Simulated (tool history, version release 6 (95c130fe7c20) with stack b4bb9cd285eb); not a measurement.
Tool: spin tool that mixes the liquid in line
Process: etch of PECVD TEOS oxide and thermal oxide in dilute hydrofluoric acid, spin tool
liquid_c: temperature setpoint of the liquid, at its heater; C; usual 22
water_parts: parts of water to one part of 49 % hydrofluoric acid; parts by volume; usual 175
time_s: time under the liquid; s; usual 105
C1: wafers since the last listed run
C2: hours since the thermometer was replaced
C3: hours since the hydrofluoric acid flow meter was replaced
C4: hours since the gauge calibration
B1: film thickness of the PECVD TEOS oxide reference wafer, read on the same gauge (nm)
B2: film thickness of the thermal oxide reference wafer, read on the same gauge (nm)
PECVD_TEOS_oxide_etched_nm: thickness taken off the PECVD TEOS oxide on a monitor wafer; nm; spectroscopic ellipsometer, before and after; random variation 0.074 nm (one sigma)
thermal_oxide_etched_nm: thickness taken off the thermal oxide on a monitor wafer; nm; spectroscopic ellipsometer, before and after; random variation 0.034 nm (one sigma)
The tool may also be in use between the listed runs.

{"run": 1, "hour": 0.0, "liquid_c": 22, "water_parts": 175, "time_s": 105, "C1": 0, "C2": 2229.3, "C3": 531.6, "C4": 24.3, "B1": 119.98, "B2": 59.967, "PECVD_TEOS_oxide_etched_nm": 8.34, "thermal_oxide_etched_nm": 2.317}
{"run": 2, "hour": 9.9, "liquid_c": 22, "water_parts": 140, "time_s": 105, "C1": 113, "C2": 2239.2, "C3": 541.5, "C4": 34.2, "B1": 119.98, "B2": 59.928, "PECVD_TEOS_oxide_etched_nm": 10.91, "thermal_oxide_etched_nm": 2.985}
{"run": 3, "hour": 18.3, "liquid_c": 22, "water_parts": 140, "time_s": 105, "C1": 96, "C2": 2247.6, "C3": 549.9, "C4": 42.6, "B1": 120, "B2": 60.014, "PECVD_TEOS_oxide_etched_nm": 10.77, "thermal_oxide_etched_nm": 2.964}
{"run": 4, "hour": 35.4, "liquid_c": 22, "water_parts": 140, "time_s": 105, "C1": 196, "C2": 2264.7, "C3": 567, "C4": 59.7, "B1": 119.98, "B2": 60.014, "PECVD_TEOS_oxide_etched_nm": 10.79, "thermal_oxide_etched_nm": 2.936}
{"run": 5, "hour": 50.5, "liquid_c": 22, "water_parts": 175, "time_s": 65, "C1": 173, "C2": 2279.8, "C3": 582.1, "C4": 74.8, "B1": 119.98, "B2": 59.995, "PECVD_TEOS_oxide_etched_nm": 5.14, "thermal_oxide_etched_nm": 1.414}
{"run": 6, "hour": 61.8, "liquid_c": 22, "water_parts": 175, "time_s": 105, "C1": 130, "C2": 2291.1, "C3": 593.4, "C4": 86.1, "B1": 120.04, "B2": 60.022, "PECVD_TEOS_oxide_etched_nm": 8.38, "thermal_oxide_etched_nm": 2.269}
{"run": 7, "hour": 73.7, "liquid_c": 22, "water_parts": 175, "time_s": 105, "C1": 136, "C2": 2303, "C3": 605.3, "C4": 98, "B1": 119.99, "B2": 60.033, "PECVD_TEOS_oxide_etched_nm": 8.36, "thermal_oxide_etched_nm": 2.268}
{"run": 8, "hour": 91.2, "liquid_c": 22, "water_parts": 175, "time_s": 75, "C1": 201, "C2": 2320.5, "C3": 622.8, "C4": 115.5, "B1": 120, "B2": 60.007, "PECVD_TEOS_oxide_etched_nm": 5.86, "thermal_oxide_etched_nm": 1.637}
{"run": 9, "hour": 104.1, "liquid_c": 22, "water_parts": 175, "time_s": 105, "C1": 148, "C2": 2333.4, "C3": 635.7, "C4": 128.4, "B1": 119.96, "B2": 60.045, "PECVD_TEOS_oxide_etched_nm": 8.26, "thermal_oxide_etched_nm": 2.308}
{"run": 10, "hour": 114.4, "liquid_c": 22, "water_parts": 175, "time_s": 105, "C1": 118, "C2": 2343.7, "C3": 646, "C4": 138.7, "B1": 120.03, "B2": 59.998, "PECVD_TEOS_oxide_etched_nm": 8.3, "thermal_oxide_etched_nm": 2.26}
{"hour": 118.1, "done": "hydrofluoric acid flow meter replaced"}
{"run": 11, "hour": 124.5, "liquid_c": 27, "water_parts": 85, "time_s": 55, "C1": 104, "C2": 2353.8, "C3": 6.4, "C4": 148.8, "B1": 120, "B2": 59.944, "PECVD_TEOS_oxide_etched_nm": 12.79, "thermal_oxide_etched_nm": 3.624}
{"run": 12, "hour": 130.7, "liquid_c": 27, "water_parts": 145, "time_s": 50, "C1": 71, "C2": 2360, "C3": 12.6, "C4": 155, "B1": 120.02, "B2": 60.012, "PECVD_TEOS_oxide_etched_nm": 6.2, "thermal_oxide_etched_nm": 1.768}
{"run": 13, "hour": 147.6, "liquid_c": 22, "water_parts": 260, "time_s": 155, "C1": 194, "C2": 2376.9, "C3": 29.5, "C4": 171.9, "B1": 120, "B2": 59.974, "PECVD_TEOS_oxide_etched_nm": 8.02, "thermal_oxide_etched_nm": 2.211}
{"run": 14, "hour": 160.4, "liquid_c": 22, "water_parts": 175, "time_s": 75, "C1": 147, "C2": 2389.7, "C3": 42.3, "C4": 184.7, "B1": 120, "B2": 59.964, "PECVD_TEOS_oxide_etched_nm": 6.32, "thermal_oxide_etched_nm": 1.719}
{"run": 15, "hour": 169.4, "liquid_c": 17, "water_parts": 125, "time_s": 105, "C1": 103, "C2": 2398.7, "C3": 51.3, "C4": 193.7, "B1": 120.01, "B2": 60.027, "PECVD_TEOS_oxide_etched_nm": 10.53, "thermal_oxide_etched_nm": 2.906}
{"run": 16, "hour": 186.0, "liquid_c": 22, "water_parts": 175, "time_s": 105, "C1": 191, "C2": 2415.3, "C3": 67.9, "C4": 210.3, "B1": 120.01, "B2": 60.04, "PECVD_TEOS_oxide_etched_nm": 8.78, "thermal_oxide_etched_nm": 2.421}
{"hour": 189.5, "done": "thermometer replaced"}
{"hour": 200.7, "done": "gauge calibrated"}
{"run": 17, "hour": 207.0, "liquid_c": 22, "water_parts": 135, "time_s": 105, "C1": 230, "C2": 17.5, "C3": 88.9, "C4": 6.3, "B1": 120.02, "B2": 60.074, "PECVD_TEOS_oxide_etched_nm": 11.71, "thermal_oxide_etched_nm": 3.246}
{"run": 18, "hour": 213.9, "liquid_c": 22, "water_parts": 175, "time_s": 105, "C1": 79, "C2": 24.4, "C3": 95.8, "C4": 13.2, "B1": 119.98, "B2": 60.037, "PECVD_TEOS_oxide_etched_nm": 8.72, "thermal_oxide_etched_nm": 2.461}
{"run": 19, "hour": 228.0, "liquid_c": 22, "water_parts": 105, "time_s": 150, "C1": 162, "C2": 38.5, "C3": 109.9, "C4": 27.3, "B1": 120.01, "B2": 60.016, "PECVD_TEOS_oxide_etched_nm": 22.35, "thermal_oxide_etched_nm": 6.173}
{"run": 20, "hour": 240.1, "liquid_c": 22, "water_parts": 175, "time_s": 105, "C1": 139, "C2": 50.6, "C3": 122, "C4": 39.4, "B1": 119.96, "B2": 60.011, "PECVD_TEOS_oxide_etched_nm": 8.68, "thermal_oxide_etched_nm": 2.396}
{"run": 21, "hour": 257.2, "liquid_c": 20, "water_parts": 175, "time_s": 105, "C1": 196, "C2": 67.7, "C3": 139.1, "C4": 56.5, "B1": 119.99, "B2": 59.973, "PECVD_TEOS_oxide_etched_nm": 7.99, "thermal_oxide_etched_nm": 2.26}
{"run": 22, "hour": 275.0, "liquid_c": 22, "water_parts": 135, "time_s": 55, "C1": 204, "C2": 85.5, "C3": 156.9, "C4": 74.3, "B1": 120, "B2": 60.036, "PECVD_TEOS_oxide_etched_nm": 6.18, "thermal_oxide_etched_nm": 1.7}
{"run": 23, "hour": 290.3, "liquid_c": 20.5, "water_parts": 265, "time_s": 165, "C1": 176, "C2": 100.8, "C3": 172.2, "C4": 89.6, "B1": 120.03, "B2": 60.05, "PECVD_TEOS_oxide_etched_nm": 7.79, "thermal_oxide_etched_nm": 2.143}
{"run": 24, "hour": 296.4, "liquid_c": 19, "water_parts": 110, "time_s": 105, "C1": 70, "C2": 106.9, "C3": 178.3, "C4": 95.7, "B1": 120.01, "B2": 60.032, "PECVD_TEOS_oxide_etched_nm": 13.09, "thermal_oxide_etched_nm": 3.629}
{"run": 25, "hour": 306.2, "liquid_c": 20, "water_parts": 225, "time_s": 160, "C1": 112, "C2": 116.7, "C3": 188.1, "C4": 105.5, "B1": 119.98, "B2": 59.977, "PECVD_TEOS_oxide_etched_nm": 9.04, "thermal_oxide_etched_nm": 2.487}

5 ways to go on from here, each from the tool as it stands after run 25. What would each give?
{"run": "A", "hour": 306.6, "liquid_c": 22, "water_parts": 100, "time_s": 105, "C1": 4, "C2": 117.1, "C3": 188.5, "C4": 105.9, "B1": "?", "B2": "?", "PECVD_TEOS_oxide_etched_nm": "?", "thermal_oxide_etched_nm": "?"}
{"run": "B", "hour": 306.6, "liquid_c": 24.5, "water_parts": 175, "time_s": 140, "C1": 4, "C2": 117.1, "C3": 188.5, "C4": 105.9, "B1": "?", "B2": "?", "PECVD_TEOS_oxide_etched_nm": "?", "thermal_oxide_etched_nm": "?"}
{"run": "C", "hour": 306.6, "liquid_c": 23.5, "water_parts": 175, "time_s": 40, "C1": 4, "C2": 117.1, "C3": 188.5, "C4": 105.9, "B1": "?", "B2": "?", "PECVD_TEOS_oxide_etched_nm": "?", "thermal_oxide_etched_nm": "?"}
{"run": "D", "hour": 306.6, "liquid_c": 25, "water_parts": 140, "time_s": 165, "C1": 4, "C2": 117.1, "C3": 188.5, "C4": 105.9, "B1": "?", "B2": "?", "PECVD_TEOS_oxide_etched_nm": "?", "thermal_oxide_etched_nm": "?"}
{"run": "E", "hour": 306.6, "liquid_c": 20.5, "water_parts": 105, "time_s": 150, "C1": 4, "C2": 117.1, "C3": 188.5, "C4": 105.9, "B1": "?", "B2": "?", "PECVD_TEOS_oxide_etched_nm": "?", "thermal_oxide_etched_nm": "?"}

run=A B1=119.98 B2=60.038 PECVD_TEOS_oxide_etched_nm=16.29 thermal_oxide_etched_nm=4.467
run=B B1=119.98 B2=60.038 PECVD_TEOS_oxide_etched_nm=12.54 thermal_oxide_etched_nm=3.437
run=C B1=119.98 B2=60.038 PECVD_TEOS_oxide_etched_nm=3.45 thermal_oxide_etched_nm=0.946
run=D B1=119.98 B2=60.038 PECVD_TEOS_oxide_etched_nm=19.61 thermal_oxide_etched_nm=5.376
run=E B1=119.98 B2=60.038 PECVD_TEOS_oxide_etched_nm=20.74 thermal_oxide_etched_nm=5.687
Without the tool's hidden state the same runs would have given:
run=A PECVD_TEOS_oxide_etched_nm=16.69 thermal_oxide_etched_nm=4.576
run=B PECVD_TEOS_oxide_etched_nm=12.86 thermal_oxide_etched_nm=3.526
run=C PECVD_TEOS_oxide_etched_nm=3.54 thermal_oxide_etched_nm=0.97
run=D PECVD_TEOS_oxide_etched_nm=20.1 thermal_oxide_etched_nm=5.512
run=E PECVD_TEOS_oxide_etched_nm=21.25 thermal_oxide_etched_nm=5.825
